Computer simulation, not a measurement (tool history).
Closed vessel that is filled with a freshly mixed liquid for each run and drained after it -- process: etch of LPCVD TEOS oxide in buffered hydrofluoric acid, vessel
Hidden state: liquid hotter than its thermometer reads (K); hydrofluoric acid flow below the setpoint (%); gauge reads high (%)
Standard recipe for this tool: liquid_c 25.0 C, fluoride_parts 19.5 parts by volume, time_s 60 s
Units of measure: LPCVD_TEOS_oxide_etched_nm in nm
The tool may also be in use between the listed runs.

run	hour	liquid_c	fluoride_parts	time_s	wafers since the last listed run	hours since the thermometer was replaced	hours since the hydrofluoric acid flow meter was replaced	hours since the gauge calibration	read-back film thickness of the LPCVD TEOS oxide reference wafer, read on the same gauge (nm)	LPCVD_TEOS_oxide_etched_nm
1	0.0	22.0	19.5	60	0	560.2	811.9	185.6	50.01	42.32
2	12.2	22.0	19.5	60	1050	572.4	824.1	197.8	50.00	41.56
# hour 26.7: gauge calibrated
3	32.8	22.0	19.5	60	1773	593.0	844.7	6.1	49.97	41.97
4	62.4	25.0	19.5	60	2547	622.6	874.3	35.7	50.03	50.12
5	86.4	25.0	19.5	60	2065	646.6	898.3	59.7	50.00	49.89
6	108.4	25.0	19.5	60	1893	668.6	920.3	81.7	50.01	50.14
7	123.1	25.0	19.5	60	1265	683.3	935.0	96.4	49.99	49.76
8	153.2	25.0	19.5	60	2590	713.4	965.1	126.5	50.03	49.15
9	171.6	23.5	25.0	60	1583	731.8	983.5	144.9	49.99	38.40
10	203.5	25.0	19.5	40	2745	763.7	1015.4	176.8	49.98	32.57
11	227.4	28.5	24.5	60	2057	787.6	1039.3	200.7	49.98	50.74
# hour 228.5: hydrofluoric acid flow meter replaced
12	261.5	27.5	19.5	60	2849	821.7	33.0	234.8	50.01	62.05
# hour 273.4: gauge calibrated
13	279.9	25.0	19.5	60	1583	840.1	51.4	6.5	49.99	53.47
# hour 298.0: thermometer replaced
14	306.1	25.0	19.5	80	2169	8.1	77.6	32.7	50.00	67.13
15	335.9	28.0	25.5	45	2565	37.9	107.4	62.5	49.98	36.90
16	355.7	25.0	19.5	60	1704	57.7	127.2	82.3	50.03	50.07
17	376.9	25.0	15.5	60	1824	78.9	148.4	103.5	50.00	63.53

What if the next run were any one of these 3? Each begins from the tool's condition after run 17:
A	377.6	25.0	19.5	60	60	79.6	149.1	104.2	?	?
B	377.6	22.0	15.0	75	60	79.6	149.1	104.2	?	?
C	377.6	25.0	27.5	30	60	79.6	149.1	104.2	?	?

run	read-back film thickness of the LPCVD TEOS oxide reference wafer, read on the same gauge (nm)	LPCVD_TEOS_oxide_etched_nm
A	50.04	50.20
B	50.04	68.78
C	50.04	19.82
Without the tool's unlogged condition, the same runs would have read:
run	LPCVD_TEOS_oxide_etched_nm
A	51.38
B	70.54
C	20.13

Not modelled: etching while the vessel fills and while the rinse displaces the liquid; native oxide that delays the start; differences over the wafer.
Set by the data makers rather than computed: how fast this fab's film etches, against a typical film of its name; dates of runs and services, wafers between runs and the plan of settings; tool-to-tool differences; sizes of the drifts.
